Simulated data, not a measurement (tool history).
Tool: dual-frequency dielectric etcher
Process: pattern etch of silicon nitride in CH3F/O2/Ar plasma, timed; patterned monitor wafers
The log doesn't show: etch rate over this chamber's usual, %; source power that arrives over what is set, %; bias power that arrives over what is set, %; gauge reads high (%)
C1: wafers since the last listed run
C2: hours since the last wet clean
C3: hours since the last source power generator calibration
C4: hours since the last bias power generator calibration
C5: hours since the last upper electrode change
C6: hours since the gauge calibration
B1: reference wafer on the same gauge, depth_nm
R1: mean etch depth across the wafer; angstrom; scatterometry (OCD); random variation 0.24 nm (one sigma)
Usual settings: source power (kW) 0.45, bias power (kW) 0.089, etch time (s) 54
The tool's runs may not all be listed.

run 1 hour=0 | source_power_(kW)=0.45 bias_power_(kW)=0.089 etch_time_(s)=54 | C1=0 C2=40.6 C3=2769 C4=1809.7 C5=2438.9 C6=143.8 | B1=38.69 | R1=373.1
run 2 hour=29.5 | source_power_(kW)=0.45 bias_power_(kW)=0.089 etch_time_(s)=54 | C1=402 C2=70.1 C3=2798.5 C4=1839.2 C5=2468.4 C6=173.3 | B1=38.68 | R1=372.2
run 3 hour=64.9 | source_power_(kW)=0.45 bias_power_(kW)=0.089 etch_time_(s)=54 | C1=482 C2=105.5 C3=2833.9 C4=1874.6 C5=2503.8 C6=208.7 | B1=38.73 | R1=379.1
run 4 hour=140.3 | source_power_(kW)=0.45 bias_power_(kW)=0.089 etch_time_(s)=54 | C1=1028 C2=180.9 C3=2909.3 C4=1950 C5=2579.2 C6=284.1 | B1=38.68 | R1=379
run 5 hour=154 | source_power_(kW)=0.45 bias_power_(kW)=0.089 etch_time_(s)=54 | C1=186 C2=194.6 C3=2923 C4=1963.7 C5=2592.9 C6=297.8 | B1=38.69 | R1=378.5
run 6 hour=184.5 | source_power_(kW)=0.45 bias_power_(kW)=0.089 etch_time_(s)=54 | C1=415 C2=225.1 C3=2953.5 C4=1994.2 C5=2623.4 C6=328.3 | B1=38.68 | R1=376.8
run 7 hour=201.5 | source_power_(kW)=0.45 bias_power_(kW)=0.089 etch_time_(s)=54 | C1=231 C2=242.1 C3=2970.5 C4=2011.2 C5=2640.4 C6=345.3 | B1=38.69 | R1=382.3
-- hour=211.9 source power generator calibrated
run 8 hour=222.7 | source_power_(kW)=0.45 bias_power_(kW)=0.089 etch_time_(s)=60.5 | C1=234 C2=263.3 C3=10.8 C4=2032.4 C5=2661.6 C6=366.5 | B1=38.73 | R1=429.4
-- hour=225.9 gauge calibrated
run 9 hour=250.3 | source_power_(kW)=0.45 bias_power_(kW)=0.089 etch_time_(s)=54 | C1=376 C2=290.9 C3=38.4 C4=2060 C5=2689.2 C6=24.4 | B1=38.71 | R1=379.6
run 10 hour=269.3 | source_power_(kW)=0.45 bias_power_(kW)=0.089 etch_time_(s)=54 | C1=259 C2=309.9 C3=57.4 C4=2079 C5=2708.2 C6=43.4 | B1=38.73 | R1=381.5
run 11 hour=294.4 | source_power_(kW)=0.45 bias_power_(kW)=0.089 etch_time_(s)=54 | C1=342 C2=335 C3=82.5 C4=2104.1 C5=2733.3 C6=68.5 | B1=38.69 | R1=384.6
run 12 hour=327.3 | source_power_(kW)=0.49 bias_power_(kW)=0.103 etch_time_(s)=49 | C1=448 C2=367.9 C3=115.4 C4=2137 C5=2766.2 C6=101.4 | B1=38.74 | R1=365.6
run 13 hour=345.2 | source_power_(kW)=0.45 bias_power_(kW)=0.089 etch_time_(s)=68 | C1=244 C2=385.8 C3=133.3 C4=2154.9 C5=2784.1 C6=119.3 | B1=38.69 | R1=487.6
run 14 hour=364.7 | source_power_(kW)=0.45 bias_power_(kW)=0.089 etch_time_(s)=60.5 | C1=265 C2=405.3 C3=152.8 C4=2174.4 C5=2803.6 C6=138.8 | B1=38.68 | R1=436.4
-- hour=375 bias power generator calibrated
run 15 hour=384.7 | source_power_(kW)=0.45 bias_power_(kW)=0.109 etch_time_(s)=68.5 | C1=218 C2=425.3 C3=172.8 C4=9.7 C5=2823.6 C6=158.8 | B1=38.69 | R1=511
run 16 hour=408.6 | source_power_(kW)=0.45 bias_power_(kW)=0.089 etch_time_(s)=54 | C1=325 C2=449.2 C3=196.7 C4=33.6 C5=2847.5 C6=182.7 | B1=38.68 | R1=392.2
run 17 hour=425.2 | source_power_(kW)=0.49 bias_power_(kW)=0.099 etch_time_(s)=54 | C1=226 C2=465.8 C3=213.3 C4=50.2 C5=2864.1 C6=199.3 | B1=38.74 | R1=406.9
-- hour=472.7 upper electrode replaced
-- hour=490.2 wet clean of the chamber
run 18 hour=490.7 | source_power_(kW)=0.45 bias_power_(kW)=0.089 etch_time_(s)=46 | C1=327 C2=0.5 C3=278.8 C4=115.7 C5=18 C6=264.8 | B1=38.67 | R1=319.3
run 19 hour=526 | source_power_(kW)=0.5 bias_power_(kW)=0.089 etch_time_(s)=61 | C1=481 C2=35.8 C3=314.1 C4=151 C5=53.3 C6=300.1 | B1=38.71 | R1=436.7
run 20 hour=551.7 | source_power_(kW)=0.45 bias_power_(kW)=0.089 etch_time_(s)=54 | C1=350 C2=61.5 C3=339.8 C4=176.7 C5=79 C6=325.8 | B1=38.71 | R1=377.2
-- hour=565.5 gauge calibrated
run 21 hour=568.5 | source_power_(kW)=0.38 bias_power_(kW)=0.11 etch_time_(s)=48 | C1=229 C2=78.3 C3=356.6 C4=193.5 C5=95.8 C6=3 | B1=38.67 | R1=333.7
run 22 hour=595 | source_power_(kW)=0.38 bias_power_(kW)=0.089 etch_time_(s)=54 | C1=361 C2=104.8 C3=383.1 C4=220 C5=122.3 C6=29.5 | B1=38.68 | R1=363.4
run 23 hour=630.9 | source_power_(kW)=0.38 bias_power_(kW)=0.074 etch_time_(s)=48 | C1=489 C2=140.7 C3=419 C4=255.9 C5=158.2 C6=65.4 | B1=38.67 | R1=308.8

Forecast each of these 3 alternatives for the next run:
run A hour=631.3 | source_power_(kW)=0.45 bias_power_(kW)=0.089 etch_time_(s)=43 | C1=5 C2=141.1 C3=419.4 C4=256.3 C5=158.6 C6=65.8 | B1=? | R1=?
run B hour=631.3 | source_power_(kW)=0.38 bias_power_(kW)=0.077 etch_time_(s)=45.5 | C1=5 C2=141.1 C3=419.4 C4=256.3 C5=158.6 C6=65.8 | B1=? | R1=?
run C hour=631.3 | source_power_(kW)=0.45 bias_power_(kW)=0.089 etch_time_(s)=40 | C1=5 C2=141.1 C3=419.4 C4=256.3 C5=158.6 C6=65.8 | B1=? | R1=?

run=A B1=38.72 R1=304.7
run=B B1=38.72 R1=298.5
run=C B1=38.72 R1=283.5
Without the tool's hidden state the same runs would have given:
run=A R1=299.5
run=B R1=293.4
run=C R1=278.6

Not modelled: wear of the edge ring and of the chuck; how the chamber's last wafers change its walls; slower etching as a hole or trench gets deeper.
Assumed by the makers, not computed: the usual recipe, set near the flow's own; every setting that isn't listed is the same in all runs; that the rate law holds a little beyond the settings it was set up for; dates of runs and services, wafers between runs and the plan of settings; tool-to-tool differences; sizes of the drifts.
